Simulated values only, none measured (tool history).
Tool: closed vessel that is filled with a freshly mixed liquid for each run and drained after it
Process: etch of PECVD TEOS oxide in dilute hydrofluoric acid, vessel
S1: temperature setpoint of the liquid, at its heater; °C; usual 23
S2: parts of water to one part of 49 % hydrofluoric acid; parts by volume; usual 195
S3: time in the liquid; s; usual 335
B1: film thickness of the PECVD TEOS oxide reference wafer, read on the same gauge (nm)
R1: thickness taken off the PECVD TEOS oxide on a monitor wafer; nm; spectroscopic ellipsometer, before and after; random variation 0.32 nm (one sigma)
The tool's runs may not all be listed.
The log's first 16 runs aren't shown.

run,hour,S1,S2,S3,B1,R1
17,641.3,23,195,335,89.99,30.8
18,668.7,19,195,335,89.99,26.68
19,687.1,25.5,195,240,89.98,23.95
20,719.7,23,195,335,89.98,30.9
21,747.8,23,115,210,89.98,35.94
22,769.2,26.5,120,260,90,47.86
23,792.9,23,260,335,90.04,21.83
24,817.7,23,225,335,90,25.76
25,850,23,195,335,90,30.32
26,862.9,23,195,335,90.01,30.3
27,878.4,19.5,155,225,90,23.51
28,910.9,23,230,205,90,15.08
29,930.9,27,155,405,89.99,56.14
30,957.6,23,195,335,90.01,29.8
31,969.6,20.5,290,180,90.02,8.94
32,984.9,24.5,270,445,89.98,27.5

Forecast each of these 5 alternatives for the next run:
A,985.6,23,195,335,?,?
B,985.6,23,105,180,?,?
C,985.6,20.5,195,505,?,?
D,985.6,21,140,170,?,?
E,985.6,23,195,275,?,?

run,B1,R1
A,89.99,29.89
B,89.99,32.99
C,89.99,40.94
D,89.99,20.73
E,89.99,24.53
Without the tool's hidden state the same runs would have given:
run,R1
A,32.39
B,35.75
C,44.4
D,22.48
E,26.59

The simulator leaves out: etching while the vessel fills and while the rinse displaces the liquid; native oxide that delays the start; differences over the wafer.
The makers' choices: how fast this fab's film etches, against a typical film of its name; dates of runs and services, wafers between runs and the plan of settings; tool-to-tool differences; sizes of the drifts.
